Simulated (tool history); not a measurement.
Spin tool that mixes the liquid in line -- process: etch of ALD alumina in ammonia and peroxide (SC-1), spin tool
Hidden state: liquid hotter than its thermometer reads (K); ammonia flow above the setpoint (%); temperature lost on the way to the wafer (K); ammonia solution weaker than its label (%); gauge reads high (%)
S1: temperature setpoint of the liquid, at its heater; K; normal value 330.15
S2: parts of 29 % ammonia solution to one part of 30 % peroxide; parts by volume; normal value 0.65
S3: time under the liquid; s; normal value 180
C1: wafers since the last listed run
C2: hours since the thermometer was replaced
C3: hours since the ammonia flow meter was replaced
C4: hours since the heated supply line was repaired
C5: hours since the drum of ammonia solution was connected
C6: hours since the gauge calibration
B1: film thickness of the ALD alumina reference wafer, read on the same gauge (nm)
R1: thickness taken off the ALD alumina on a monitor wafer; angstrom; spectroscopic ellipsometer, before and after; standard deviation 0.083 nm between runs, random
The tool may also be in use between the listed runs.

run 1 day=0 | S1=330.15 S2=0.65 S3=145 | C1=0 C2=2087.2 C3=1170 C4=924.7 C5=544.1 C6=1043.9 | B1=40 | R1=94
run 2 day=2.767 | S1=330.15 S2=0.65 S3=145 | C1=477 C2=2153.6 C3=1236.4 C4=991.1 C5=610.5 C6=1110.3 | B1=40 | R1=93.3
run 3 day=4.062 | S1=330.15 S2=0.65 S3=145 | C1=223 C2=2184.7 C3=1267.5 C4=1022.2 C5=641.6 C6=1141.4 | B1=40.03 | R1=94.4
run 4 day=6.579 | S1=330.15 S2=0.65 S3=265 | C1=434 C2=2245.1 C3=1327.9 C4=1082.6 C5=702 C6=1201.8 | B1=40.04 | R1=176.5
-- day=7.579 gauge calibrated
-- day=7.588 heated supply line repaired
run 5 day=8.983 | S1=330.15 S2=0.65 S3=265 | C1=407 C2=2302.8 C3=1385.6 C4=33.5 C5=759.7 C6=33.7 | B1=40.01 | R1=176.9
run 6 day=10.846 | S1=330.15 S2=0.65 S3=265 | C1=321 C2=2347.5 C3=1430.3 C4=78.2 C5=804.4 C6=78.4 | B1=39.97 | R1=174.5
run 7 day=11.983 | S1=332.15 S2=0.65 S3=180 | C1=196 C2=2374.8 C3=1457.6 C4=105.5 C5=831.7 C6=105.7 | B1=39.99 | R1=129.7
run 8 day=14.183 | S1=332.15 S2=0.65 S3=180 | C1=379 C2=2427.6 C3=1510.4 C4=158.3 C5=884.5 C6=158.5 | B1=39.99 | R1=131.5
-- day=15.892 new drum of ammonia solution connected
run 9 day=15.992 | S1=332.15 S2=0.65 S3=180 | C1=304 C2=2471 C3=1553.8 C4=201.7 C5=2.4 C6=201.9 | B1=39.99 | R1=132.3
run 10 day=17.833 | S1=322.65 S2=0.65 S3=180 | C1=317 C2=2515.2 C3=1598 C4=245.9 C5=46.6 C6=246.1 | B1=39.97 | R1=80.3
-- day=19.675 ammonia flow meter replaced
run 11 day=20.575 | S1=339.15 S2=0.65 S3=145 | C1=465 C2=2581 C3=21.6 C4=311.7 C5=112.4 C6=311.9 | B1=40.01 | R1=151.8
run 12 day=22.6 | S1=337.15 S2=0.4 S3=90 | C1=349 C2=2629.6 C3=70.2 C4=360.3 C5=161 C6=360.5 | B1=39.96 | R1=80.9
run 13 day=23.729 | S1=330.15 S2=0.65 S3=180 | C1=194 C2=2656.7 C3=97.3 C4=387.4 C5=188.1 C6=387.6 | B1=39.96 | R1=119.7
run 14 day=26.454 | S1=330.15 S2=0.65 S3=180 | C1=470 C2=2722.1 C3=162.7 C4=452.8 C5=253.5 C6=453 | B1=40.01 | R1=118.9
run 15 day=28.746 | S1=334.65 S2=0.65 S3=180 | C1=395 C2=2777.1 C3=217.7 C4=507.8 C5=308.5 C6=508 | B1=40.04 | R1=151.9
run 16 day=31.033 | S1=339.15 S2=0.9 S3=180 | C1=394 C2=2832 C3=272.6 C4=562.7 C5=363.4 C6=562.9 | B1=39.98 | R1=195.9
-- day=31.296 thermometer replaced
run 17 day=33.988 | S1=336.65 S2=0.45 S3=260 | C1=502 C2=64.6 C3=343.5 C4=633.6 C5=434.3 C6=633.8 | B1=39.99 | R1=205.3
run 18 day=35.475 | S1=330.15 S2=0.95 S3=250 | C1=256 C2=100.3 C3=379.2 C4=669.3 C5=470 C6=669.5 | B1=39.97 | R1=152
run 19 day=36.533 | S1=334.15 S2=0.65 S3=105 | C1=182 C2=125.7 C3=404.6 C4=694.7 C5=495.4 C6=694.9 | B1=40.03 | R1=75.9
run 20 day=38.271 | S1=339.15 S2=0.65 S3=180 | C1=299 C2=167.4 C3=446.3 C4=736.4 C5=537.1 C6=736.6 | B1=39.99 | R1=169.3
run 21 day=39.654 | S1=324.65 S2=0.45 S3=180 | C1=238 C2=200.6 C3=479.5 C4=769.6 C5=570.3 C6=769.8 | B1=40.03 | R1=75.7
run 22 day=40.925 | S1=340.15 S2=0.9 S3=240 | C1=219 C2=231.1 C3=510 C4=800.1 C5=600.8 C6=800.3 | B1=40.01 | R1=244.9
run 23 day=42.667 | S1=330.15 S2=0.65 S3=180 | C1=300 C2=272.9 C3=551.8 C4=841.9 C5=642.6 C6=842.1 | B1=40 | R1=108.7
run 24 day=44.471 | S1=322.65 S2=0.65 S3=180 | C1=311 C2=316.2 C3=595.1 C4=885.2 C5=685.9 C6=885.4 | B1=39.99 | R1=72
run 25 day=45.675 | S1=330.15 S2=0.65 S3=180 | C1=207 C2=345.1 C3=624 C4=914.1 C5=714.8 C6=914.3 | B1=40.02 | R1=105.8

Alternative continuations, all from the tool just after run 25; predict every row:
run A day=45.696 | S1=330.15 S2=0.65 S3=180 | C1=3 C2=345.6 C3=624.5 C4=914.6 C5=715.3 C6=914.8 | B1=? | R1=?
run B day=45.696 | S1=333.15 S2=0.4 S3=180 | C1=3 C2=345.6 C3=624.5 C4=914.6 C5=715.3 C6=914.8 | B1=? | R1=?
run C day=45.696 | S1=330.15 S2=0.8 S3=110 | C1=3 C2=345.6 C3=624.5 C4=914.6 C5=715.3 C6=914.8 | B1=? | R1=?
run D day=45.696 | S1=330.15 S2=0.8 S3=265 | C1=3 C2=345.6 C3=624.5 C4=914.6 C5=715.3 C6=914.8 | B1=? | R1=?

run=A B1=40.03 R1=107.1
run=B B1=40.03 R1=119.5
run=C B1=40.03 R1=66.7
run=D B1=40.03 R1=160.8
The same runs, with their run-to-run variation unchanged, on a tool lacking any hidden condition would have given:
run=A R1=105.1
run=B R1=117.3
run=C R1=65.5
run=D R1=157.8
